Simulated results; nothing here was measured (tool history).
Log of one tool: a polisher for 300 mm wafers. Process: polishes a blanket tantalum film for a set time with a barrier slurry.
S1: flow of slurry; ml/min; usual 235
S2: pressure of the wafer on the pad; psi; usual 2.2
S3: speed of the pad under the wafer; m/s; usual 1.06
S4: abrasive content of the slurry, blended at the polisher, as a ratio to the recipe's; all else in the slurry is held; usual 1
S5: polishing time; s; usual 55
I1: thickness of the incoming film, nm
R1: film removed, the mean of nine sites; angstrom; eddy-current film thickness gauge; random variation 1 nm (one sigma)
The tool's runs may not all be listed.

run 1 hour=0 | S1=235 S2=2.2 S3=1.06 S4=1.1 S5=55 | I1=415.5 | R1=1023
run 2 hour=24.7 | S1=235 S2=2.2 S3=1.06 S4=1 S5=61 | I1=419.7 | R1=1075
-- hour=62.3 slurry nozzle cleaned
run 3 hour=70.1 | S1=235 S2=2.2 S3=1.06 S4=1 S5=61 | I1=411 | R1=1082
run 4 hour=136.6 | S1=235 S2=2.2 S3=1.06 S4=1 S5=55 | I1=416.8 | R1=958
run 5 hour=204.1 | S1=235 S2=1.8 S3=0.86 S4=1 S5=55 | I1=417.2 | R1=645
-- hour=257 worn pad replaced by a new one
run 6 hour=257.5 | S1=235 S2=2.2 S3=1.06 S4=1 S5=55 | I1=412.7 | R1=920
run 7 hour=312.8 | S1=235 S2=2.2 S3=1.28 S4=1.1 S5=55 | I1=420.2 | R1=1070
-- hour=347.1 slurry blender recalibrated
run 8 hour=365.3 | S1=235 S2=2.8 S3=1.4 S4=0.85 S5=55 | I1=412.4 | R1=1432
run 9 hour=401.3 | S1=235 S2=3 S3=1.36 S4=1 S5=55 | I1=422 | R1=1650
run 10 hour=448.4 | S1=235 S2=2.2 S3=1.06 S4=1 S5=55 | I1=420.4 | R1=964
run 11 hour=504 | S1=280 S2=2.2 S3=1.06 S4=1 S5=55 | I1=416 | R1=976
-- hour=531.3 head pressure recalibrated
-- hour=531.6 slurry nozzle cleaned
run 12 hour=552.6 | S1=195 S2=2.2 S3=1.2 S4=1 S5=55 | I1=421.8 | R1=1028
run 13 hour=594 | S1=235 S2=2.2 S3=1.2 S4=1 S5=55 | I1=425.8 | R1=1025
run 14 hour=622.6 | S1=235 S2=2.2 S3=1.06 S4=1 S5=55 | I1=424.6 | R1=931
run 15 hour=650.3 | S1=235 S2=2.8 S3=1.4 S4=0.85 S5=55 | I1=420.3 | R1=1338
run 16 hour=684.3 | S1=235 S2=2.2 S3=1.06 S4=1 S5=55 | I1=412 | R1=890
-- hour=741.9 worn pad replaced by a new one
run 17 hour=742.4 | S1=235 S2=2.8 S3=1.4 S4=0.85 S5=55 | I1=418.9 | R1=1250
-- hour=776.8 slurry blender recalibrated
run 18 hour=810.8 | S1=280 S2=1.7 S3=1.06 S4=0.75 S5=55 | I1=418.8 | R1=638
run 19 hour=842.2 | S1=165 S2=1.8 S3=1.4 S4=1.15 S5=55 | I1=422.6 | R1=986
run 20 hour=869.2 | S1=235 S2=2.2 S3=1.06 S4=1 S5=55 | I1=424.7 | R1=989
run 21 hour=915.9 | S1=235 S2=2.2 S3=0.76 S4=0.7 S5=73 | I1=419.1 | R1=788
run 22 hour=942.2 | S1=235 S2=2.2 S3=1.06 S4=1.1 S5=55 | I1=420.7 | R1=1016
run 23 hour=982.5 | S1=235 S2=2.2 S3=1.06 S4=1 S5=55 | I1=419.5 | R1=934
run 24 hour=1009.5 | S1=235 S2=2.2 S3=1.06 S4=0.75 S5=66 | I1=415.6 | R1=935
-- hour=1066.1 slurry nozzle cleaned
run 25 hour=1066.9 | S1=235 S2=1.5 S3=0.94 S4=1 S5=43 | I1=414.9 | R1=445
run 26 hour=1096 | S1=235 S2=2.2 S3=1.06 S4=1 S5=38 | I1=419.3 | R1=628
run 27 hour=1148 | S1=235 S2=2.2 S3=1.06 S4=1 S5=68 | I1=419.2 | R1=1085
-- hour=1168.5 slurry blender recalibrated
-- hour=1172 head pressure recalibrated
run 28 hour=1203.6 | S1=305 S2=2.6 S3=1.26 S4=1.3 S5=55 | I1=419.5 | R1=1499
-- hour=1225.8 worn pad replaced by a new one
run 29 hour=1260.1 | S1=295 S2=2.8 S3=0.7 S4=1 S5=68 | I1=416.4 | R1=1146

The tool's hidden state at each run:
removal rate lost through wear of the pad, %: 0 in every run
slurry flow missing at the pad, %: 0 in every run
deviation of the head's pressure from its setpoint, %: 0 in every run
H1: abrasive missing from the slurry, %
run=1 H1=2.42
run=2 H1=3.03
run=3 H1=4.51
run=4 H1=7.51
run=5 H1=11.6
run=6 H1=15.5
run=7 H1=20.2
run=8 H1=2.77
run=9 H1=3.06
run=10 H1=3.88
run=11 H1=5.47
run=12 H1=7.44
run=13 H1=9.52
run=14 H1=11.2
run=15 H1=13
run=16 H1=15.4
run=17 H1=20.1
run=18 H1=2.86
run=19 H1=3.21
run=20 H1=3.68
run=21 H1=4.89
run=22 H1=5.78
run=23 H1=7.45
run=24 H1=8.77
run=25 H1=12.1
run=26 H1=14.1
run=27 H1=18.1
run=28 H1=1.55
run=29 H1=2.35
